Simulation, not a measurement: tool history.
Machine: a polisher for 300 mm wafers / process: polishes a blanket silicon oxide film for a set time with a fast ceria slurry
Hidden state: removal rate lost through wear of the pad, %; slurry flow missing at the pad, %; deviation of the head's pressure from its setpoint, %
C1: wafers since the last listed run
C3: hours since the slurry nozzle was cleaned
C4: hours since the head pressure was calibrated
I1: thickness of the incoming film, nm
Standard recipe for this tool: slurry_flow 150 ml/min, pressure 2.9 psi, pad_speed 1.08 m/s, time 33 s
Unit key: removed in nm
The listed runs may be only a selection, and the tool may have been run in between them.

{"run": 1, "hour": 0.0, "slurry_flow": 150, "pressure": 2.9, "pad_speed": 1.08, "time": 33, "C1": 0, "wafers polished on this pad": 948, "C3": 250.6, "C4": 867.4, "I1": 2687.9, "removed": 601.7}
{"run": 2, "hour": 26.4, "slurry_flow": 150, "pressure": 2.9, "pad_speed": 1.08, "time": 33, "C1": 350, "wafers polished on this pad": 1299, "C3": 277.0, "C4": 893.8, "I1": 2692.9, "removed": 590.5}
{"run": 3, "hour": 62.7, "slurry_flow": 150, "pressure": 2.9, "pad_speed": 1.08, "time": 29, "C1": 482, "wafers polished on this pad": 1782, "C3": 313.3, "C4": 930.1, "I1": 2690.2, "removed": 521.7}
{"run": 4, "hour": 114.1, "slurry_flow": 150, "pressure": 2.9, "pad_speed": 1.08, "time": 33, "C1": 683, "wafers polished on this pad": 2465, "C3": 364.7, "C4": 981.5, "I1": 2715.0, "removed": 578.4}
{"hour": 124.2, "done": "worn pad replaced by a new one"}
{"run": 5, "hour": 138.6, "slurry_flow": 150, "pressure": 2.9, "pad_speed": 1.08, "time": 42, "C1": 272, "wafers polished on this pad": 191, "C3": 389.2, "C4": 1006.0, "I1": 2712.3, "removed": 777.8}
{"run": 6, "hour": 166.3, "slurry_flow": 150, "pressure": 2.9, "pad_speed": 1.08, "time": 42, "C1": 368, "wafers polished on this pad": 559, "C3": 416.9, "C4": 1033.7, "I1": 2666.9, "removed": 771.2}
{"run": 7, "hour": 210.8, "slurry_flow": 150, "pressure": 2.9, "pad_speed": 1.08, "time": 42, "C1": 591, "wafers polished on this pad": 1151, "C3": 461.4, "C4": 1078.2, "I1": 2704.7, "removed": 758.4}
{"run": 8, "hour": 243.5, "slurry_flow": 150, "pressure": 2.9, "pad_speed": 1.08, "time": 33, "C1": 434, "wafers polished on this pad": 1585, "C3": 494.1, "C4": 1110.9, "I1": 2693.6, "removed": 584.7}
{"hour": 285.9, "done": "head pressure recalibrated"}
{"hour": 294.9, "done": "worn pad replaced by a new one"}
{"run": 9, "hour": 314.0, "slurry_flow": 150, "pressure": 2.9, "pad_speed": 1.08, "time": 33, "C1": 857, "wafers polished on this pad": 253, "C3": 564.6, "C4": 28.1, "I1": 2692.4, "removed": 603.2}
{"run": 10, "hour": 351.1, "slurry_flow": 150, "pressure": 2.9, "pad_speed": 1.08, "time": 33, "C1": 493, "wafers polished on this pad": 746, "C3": 601.7, "C4": 65.2, "I1": 2744.7, "removed": 593.2}
{"run": 11, "hour": 414.1, "slurry_flow": 150, "pressure": 2.9, "pad_speed": 1.08, "time": 33, "C1": 837, "wafers polished on this pad": 1584, "C3": 664.7, "C4": 128.2, "I1": 2658.0, "removed": 569.9}
{"hour": 472.9, "done": "slurry nozzle cleaned"}
{"hour": 478.9, "done": "worn pad replaced by a new one"}
{"run": 12, "hour": 479.4, "slurry_flow": 150, "pressure": 2.9, "pad_speed": 1.08, "time": 26, "C1": 801, "wafers polished on this pad": 7, "C3": 6.5, "C4": 193.5, "I1": 2737.1, "removed": 494.6}
{"hour": 637.1, "done": "worn pad replaced by a new one"}
{"run": 13, "hour": 657.3, "slurry_flow": 165, "pressure": 2.9, "pad_speed": 1.22, "time": 33, "C1": 2311, "wafers polished on this pad": 268, "C3": 184.4, "C4": 371.4, "I1": 2642.7, "removed": 694.3}
{"run": 14, "hour": 688.9, "slurry_flow": 200, "pressure": 2.9, "pad_speed": 1.08, "time": 22, "C1": 420, "wafers polished on this pad": 688, "C3": 216.0, "C4": 403.0, "I1": 2694.7, "removed": 427.4}
{"run": 15, "hour": 718.4, "slurry_flow": 170, "pressure": 2.5, "pad_speed": 1.32, "time": 28, "C1": 392, "wafers polished on this pad": 1081, "C3": 245.5, "C4": 432.5, "I1": 2733.3, "removed": 562.0}
{"run": 16, "hour": 762.0, "slurry_flow": 150, "pressure": 2.9, "pad_speed": 1.08, "time": 23, "C1": 579, "wafers polished on this pad": 1660, "C3": 289.1, "C4": 476.1, "I1": 2734.0, "removed": 404.8}
{"run": 17, "hour": 791.9, "slurry_flow": 150, "pressure": 2.9, "pad_speed": 1.08, "time": 33, "C1": 397, "wafers polished on this pad": 2058, "C3": 319.0, "C4": 506.0, "I1": 2739.4, "removed": 592.5}
{"hour": 805.9, "done": "worn pad replaced by a new one"}
{"run": 18, "hour": 819.6, "slurry_flow": 195, "pressure": 3.9, "pad_speed": 1.44, "time": 33, "C1": 315, "wafers polished on this pad": 182, "C3": 346.7, "C4": 533.7, "I1": 2709.9, "removed": 1016.0}
{"run": 19, "hour": 877.9, "slurry_flow": 150, "pressure": 2.9, "pad_speed": 1.08, "time": 33, "C1": 774, "wafers polished on this pad": 957, "C3": 405.0, "C4": 592.0, "I1": 2717.0, "removed": 594.5}

Here are 3 independent what-if runs from the current tool condition. What would each one return?
{"run": "A", "hour": 878.3, "slurry_flow": 115, "pressure": 2.9, "pad_speed": 1.08, "time": 33, "C1": 5, "wafers polished on this pad": 962, "C3": 405.4, "C4": 592.4, "I1": 2734.6, "removed": "?"}
{"run": "B", "hour": 878.3, "slurry_flow": 150, "pressure": 3.6, "pad_speed": 1.34, "time": 33, "C1": 5, "wafers polished on this pad": 962, "C3": 405.4, "C4": 592.4, "I1": 2734.6, "removed": "?"}
{"run": "C", "hour": 878.3, "slurry_flow": 150, "pressure": 2.9, "pad_speed": 1.32, "time": 43, "C1": 5, "wafers polished on this pad": 962, "C3": 405.4, "C4": 592.4, "I1": 2734.6, "removed": "?"}

run=A removed=573.0
run=B removed=842.2
run=C removed=927.6
Without the tool's unlogged condition, the same runs would have read:
run=A removed=615.9
run=B removed=900.9
run=C removed=992.3

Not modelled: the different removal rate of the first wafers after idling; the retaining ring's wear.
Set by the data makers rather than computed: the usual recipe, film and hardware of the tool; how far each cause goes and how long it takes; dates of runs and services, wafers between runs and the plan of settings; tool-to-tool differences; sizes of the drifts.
